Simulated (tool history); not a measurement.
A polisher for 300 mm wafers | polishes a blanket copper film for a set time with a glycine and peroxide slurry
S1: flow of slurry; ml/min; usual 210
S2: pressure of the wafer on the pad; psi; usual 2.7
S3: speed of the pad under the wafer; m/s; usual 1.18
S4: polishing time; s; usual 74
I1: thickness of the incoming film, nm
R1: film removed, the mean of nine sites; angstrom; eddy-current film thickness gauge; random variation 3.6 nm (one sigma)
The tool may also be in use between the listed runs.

run,hour,S1,S2,S3,S4,I1,R1
1,0,210,2.7,1.18,74,1296.6,4083
2,15.3,210,2.7,1.18,74,1275.5,3928
3,21.4,210,2.3,1.18,74,1280.6,3415
# hour 30.2: worn pad replaced by a new one
4,37.9,210,2.7,1.18,74,1290.5,4182
5,77.4,210,2.7,1.18,74,1286.3,4058
6,86.4,260,2.7,1.18,74,1264.5,4146
7,92.6,210,2.7,1.18,74,1287.6,4009
8,104.4,210,2.7,1.18,74,1288.2,3970
9,114.7,210,2.1,1.18,80,1307.6,3453
# hour 117: slurry nozzle cleaned
# hour 120.6: worn pad replaced by a new one
10,123.5,210,2.1,1.18,80,1312.3,3639
11,130.3,210,2.1,1.18,80,1298.3,3654
12,145.3,210,2.5,1.18,74,1273,3917
# hour 149.6: head pressure recalibrated
13,154.3,210,2.5,1.18,74,1263.9,3871
14,167.5,210,2.7,1.18,74,1302.1,4026
15,185.3,265,2.5,1.18,74,1281,3893
# hour 194.9: worn pad replaced by a new one
16,212.2,210,1.9,1.18,74,1302.8,3075
17,222.8,210,2.7,1.18,74,1309.8,4128
18,238,155,2.7,1.18,74,1296.6,3886
19,244.4,185,3.4,1.18,74,1309.3,4859
20,256.7,210,2.7,1.18,74,1284.3,4024
21,265.3,185,3.4,1.18,74,1279.2,4721
# hour 276.9: worn pad replaced by a new one
22,277.4,230,2.7,1.18,54,1299.6,3096
23,282.6,210,2.7,1.56,74,1282.2,5290
24,290.7,210,2.7,1.18,74,1308,4214
25,305.3,210,2.9,1.5,90,1309.6,6565
26,316.1,135,2.1,1,64,1267.6,2353

What the log doesn't show, run by run:
slurry flow missing at the pad, %: 0 in every run
deviation of the head's pressure from its setpoint, %: 0 in every run
H1: removal rate lost through wear of the pad, %
run,H1
1,5.57
2,6.71
3,7.16
4,1.47
5,4.41
6,5.08
7,5.54
8,6.41
9,7.18
10,0.569
11,1.07
12,2.19
13,2.86
14,3.84
15,5.16
16,1.76
17,2.55
18,3.68
19,4.15
20,5.07
21,5.71
22,0.611
23,0.998
24,1.6
25,2.68
26,3.49
